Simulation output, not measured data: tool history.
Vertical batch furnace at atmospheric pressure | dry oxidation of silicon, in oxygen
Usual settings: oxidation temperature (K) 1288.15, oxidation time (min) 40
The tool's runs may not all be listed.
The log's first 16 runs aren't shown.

run     day  oxidation temperature (K)  oxidation time (min)  read-back reference wafer on the same gauge, thickness  oxide thickness on the monitor wafer (nm)
     36.442  -- thermocouples replaced and temperature profile calibrated
 17  36.554                    1303.15                    55                                                    44.4                                      63.07
 18  38.883                    1303.15                    20                                                   44.41                                      34.43
 19  41.104                    1270.15                  53.5                                                   44.38                                      45.98
 20  43.104                    1312.15                    46                                                   44.41                                      61.22
 21  45.188                    1288.15                    40                                                   44.44                                      45.29
     47.383  -- thermocouples replaced and temperature profile calibrated, repeated, since the last time left the tool worse
 22  47.404                    1309.15                  52.5                                                   44.41                                      61.38
 23  54.308                    1280.15                  50.5                                                   44.51                                      45.82
 24  56.929                    1272.15                  56.5                                                   44.29                                      45.56
 25  58.871                    1305.15                    54                                                   44.46                                      60.45
 26  59.954                    1302.15                    40                                                   44.41                                      48.57
 27  62.492                    1288.15                  57.5                                                    44.4                                      53.64
 28  67.729                    1288.15                    40                                                   44.43                                      43.18
 29  69.004                    1288.15                  56.5                                                   44.45                                       53.1
 30  70.958                    1264.15                    40                                                   44.38                                      34.07
 31  73.633                    1288.15                  30.5                                                   44.47                                      36.27

5 ways to go on from here, each from the tool as it stands after run 31. What would each give?
  A  73.838                    1288.15                    34                                                       ?                                          ?
  B  73.838                    1276.15                  33.5                                                       ?                                          ?
  C  73.838                    1278.15                    40                                                       ?                                          ?
  D  73.838                    1288.15                  33.5                                                       ?                                          ?
  E  73.838                    1273.15                  32.5                                                       ?                                          ?

run  read-back reference wafer on the same gauge, thickness  oxide thickness on the monitor wafer (nm)
  A                                                   44.51                                      39.15
  B                                                   44.51                                      34.76
  C                                                   44.51                                      39.34
  D                                                   44.51                                      38.81
  E                                                   44.51                                      33.17
Without the tool's hidden state the same runs would have given:
run  oxide thickness on the monitor wafer (nm)
  A                                      38.98
  B                                       34.6
  C                                      39.17
  D                                      38.65
  E                                      33.02

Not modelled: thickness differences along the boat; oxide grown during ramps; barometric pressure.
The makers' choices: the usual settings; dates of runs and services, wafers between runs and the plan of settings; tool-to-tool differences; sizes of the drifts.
